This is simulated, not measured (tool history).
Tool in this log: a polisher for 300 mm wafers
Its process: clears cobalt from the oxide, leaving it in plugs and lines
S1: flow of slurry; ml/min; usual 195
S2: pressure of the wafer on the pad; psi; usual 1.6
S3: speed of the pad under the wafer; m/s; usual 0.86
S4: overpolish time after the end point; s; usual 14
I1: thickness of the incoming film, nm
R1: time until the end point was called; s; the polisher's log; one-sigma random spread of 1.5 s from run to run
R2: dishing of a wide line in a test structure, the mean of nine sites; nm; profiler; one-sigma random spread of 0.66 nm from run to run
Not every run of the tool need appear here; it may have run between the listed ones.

run	day	S1	S2	S3	S4	I1	R1	R2
1	0.000	195	1.6	0.86	14	353.3	100.5	34.9
2	1.117	195	1.6	0.86	14	352.6	96.8	36.6
3	2.075	195	2.0	0.86	11	345.2	79.0	36.0
4	3.233	195	1.6	0.86	14	351.5	99.8	36.0
# day 4.742: worn pad replaced by a new one
5	4.762	195	1.6	0.86	14	352.1	101.0	35.7
6	5.412	140	1.6	0.86	14	351.4	103.4	34.5
7	6.717	140	1.6	0.86	14	343.6	101.3	34.1
8	7.492	195	1.6	0.86	17	355.3	100.6	39.9
9	8.283	195	1.6	0.86	14	353.1	99.8	35.2
# day 9.150: worn pad replaced by a new one
# day 9.496: slurry nozzle cleaned
10	11.788	195	1.6	0.86	14	345.9	101.1	35.3
11	13.167	235	1.1	1.14	10	349.9	108.8	26.2
# day 14.371: worn pad replaced by a new one
# day 14.417: head pressure recalibrated
12	14.512	195	1.6	0.86	14	343.9	91.5	39.0
13	15.267	195	1.6	0.86	14	350.5	95.4	37.7
14	16.225	195	1.6	1.08	20	353.2	72.5	50.6
15	17.296	195	1.9	1.04	18	353.2	64.7	52.1
16	18.500	170	1.6	0.70	21	343.5	112.4	40.3
# day 19.250: worn pad replaced by a new one
17	19.850	235	1.2	0.86	14	350.1	128.5	30.7
18	20.938	195	1.1	0.86	11	351.4	139.5	23.4
19	21.904	235	1.1	1.14	10	348.0	106.7	27.6
20	23.283	195	1.6	0.86	14	347.0	97.7	36.2
# day 24.271: worn pad replaced by a new one
21	24.725	195	1.8	0.86	14	355.6	87.0	38.5

Branching from run 21: 4 alternative next runs. What would each branch give?
A	24.746	195	1.6	0.86	22	343.1	?	?
B	24.746	195	1.6	1.00	14	343.1	?	?
C	24.746	195	1.6	0.96	14	343.1	?	?
D	24.746	125	1.6	0.86	14	343.1	?	?

run	R1	R2
A	97.6	44.9
B	84.0	38.1
C	87.5	37.2
D	102.7	33.6
Stripped of hidden state, with their random variation kept, the same runs would have yielded:
run	R1	R2
A	87.4	47.3
B	75.2	40.6
C	78.3	39.7
D	92.0	36.0
